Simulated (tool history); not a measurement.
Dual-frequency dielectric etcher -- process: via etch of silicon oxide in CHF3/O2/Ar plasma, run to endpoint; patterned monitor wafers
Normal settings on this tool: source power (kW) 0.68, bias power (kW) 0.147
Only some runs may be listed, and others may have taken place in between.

run	hour	source power (kW)	bias power (kW)	incoming incoming film thickness, nm	endpoint time (s)
1	0	0.68	0.147	817.3	411.7
2	11.5	0.68	0.147	817.8	415.6
3	18	0.68	0.147	817.2	416.6
4	29	0.68	0.147	815.9	409
# hour 45.2: source power generator calibrated
5	45.7	0.68	0.147	816.1	411.4
6	61.2	0.68	0.147	824.2	419.5
7	72.6	0.68	0.147	816.6	415.4
8	78.7	0.68	0.139	811.8	418
9	92.6	0.68	0.139	816.5	418.6
10	108.6	0.68	0.147	826.5	426.8
11	122.9	0.68	0.147	822.3	420.7
12	140.8	0.68	0.147	816.5	416
13	149.6	0.57	0.12	816.5	454.1
14	160.8	0.58	0.12	828.5	456.4
15	171.6	0.68	0.135	815.5	424.1
16	182.5	0.82	0.174	809.1	380
17	194.3	0.77	0.125	824.7	424.2
18	203.6	0.68	0.147	819.4	425.1
# hour 217.6: bias power generator calibrated
19	218	0.83	0.136	822.8	407.6
20	230.5	0.63	0.161	821.8	420.5
# hour 261: wet clean of the chamber
# hour 270.6: upper electrode replaced
21	271.1	0.53	0.165	813.8	449.1
22	271.6	0.68	0.147	819	438.6
23	272	0.52	0.112	816.8	483.6
24	276.8	0.68	0.147	819.6	435.7
25	283.5	0.68	0.147	824.6	444.6
26	300.4	0.68	0.147	818.6	438.6
27	308.2	0.68	0.17	818.2	424.2
# hour 338.4: wet clean of the chamber, repeated, since the last time left the tool worse
28	338.9	0.68	0.147	823.6	407.4
29	339.3	0.68	0.147	820.5	410.4
30	344.9	0.68	0.147	822.4	406.6
31	359.2	0.68	0.147	828.7	411.6
32	377	0.68	0.147	814.6	400.5
33	394.9	0.68	0.164	821.1	400.5
34	408.8	0.73	0.127	820.8	418.1
35	420.3	0.81	0.135	809.1	398.6
36	433.5	0.78	0.119	815.7	412.5

3 ways to go on from here, each from the tool as it stands after run 36. What would each give?
A	434	0.68	0.147	818.3	?
B	434	0.58	0.124	818.3	?
C	434	0.56	0.162	818.3	?

run	endpoint time (s)
A	409.6
B	439.2
C	419.4
What these runs would have given with no unlogged condition in the tool:
run	endpoint time (s)
A	406.5
B	435.8
C	416.2
